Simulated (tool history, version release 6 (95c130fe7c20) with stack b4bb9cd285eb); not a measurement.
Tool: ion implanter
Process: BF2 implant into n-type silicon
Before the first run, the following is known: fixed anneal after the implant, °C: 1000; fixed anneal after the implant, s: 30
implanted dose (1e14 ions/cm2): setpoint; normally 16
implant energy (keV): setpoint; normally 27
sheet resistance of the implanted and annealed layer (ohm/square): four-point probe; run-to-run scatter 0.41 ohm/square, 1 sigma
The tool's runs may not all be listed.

run   hour  implanted dose (1e14 ions/cm2)  implant energy (keV)  read-back reference wafer on the same gauge, sheet resistance  sheet resistance of the implanted and annealed layer (ohm/square)
  1      0                           17.94                    27                                                         131.93                                                             135.48
  2   43.7                           17.94                    27                                                         132.06                                                             135.61
  3  177.3                              16                    27                                                         132.03                                                             136.81
  4  220.5                              16                    27                                                         132.11                                                             137.14
     368.5  -- Faraday cup replaced and dose calibrated
     375.8  -- gauge calibrated
  5  416.1                              16                    27                                                         132.09                                                             137.46
  6  445.4                              16                  24.5                                                         131.95                                                             142.97
  7  515.1                              16                    27                                                         132.07                                                             137.34
  8  580.9                              16                    27                                                         131.86                                                             136.45
  9  639.7                              16                    27                                                          132.1                                                             136.59
     673.3  -- extraction supply calibrated
 10  709.8                           18.13                    21                                                         132.11                                                              150.2
 11  757.5                              16                    27                                                         132.05                                                             137.65
 12  794.6                           12.01                    27                                                         131.97                                                             147.52
 13  838.3                           17.81                    27                                                          132.1                                                             135.63
 14  871.1                           12.66                  33.5                                                         131.93                                                             131.87

What will run 15 give?
 15   909                           13.94                    20                                                              ?                                                                  ?

read-back reference wafer on the same gauge, sheet resistance: 131.83
sheet resistance of the implanted and annealed layer (ohm/square): 159.13
With no hidden state in the tool, this same run would have given sheet resistance of the implanted and annealed layer (ohm/square) 159.13.

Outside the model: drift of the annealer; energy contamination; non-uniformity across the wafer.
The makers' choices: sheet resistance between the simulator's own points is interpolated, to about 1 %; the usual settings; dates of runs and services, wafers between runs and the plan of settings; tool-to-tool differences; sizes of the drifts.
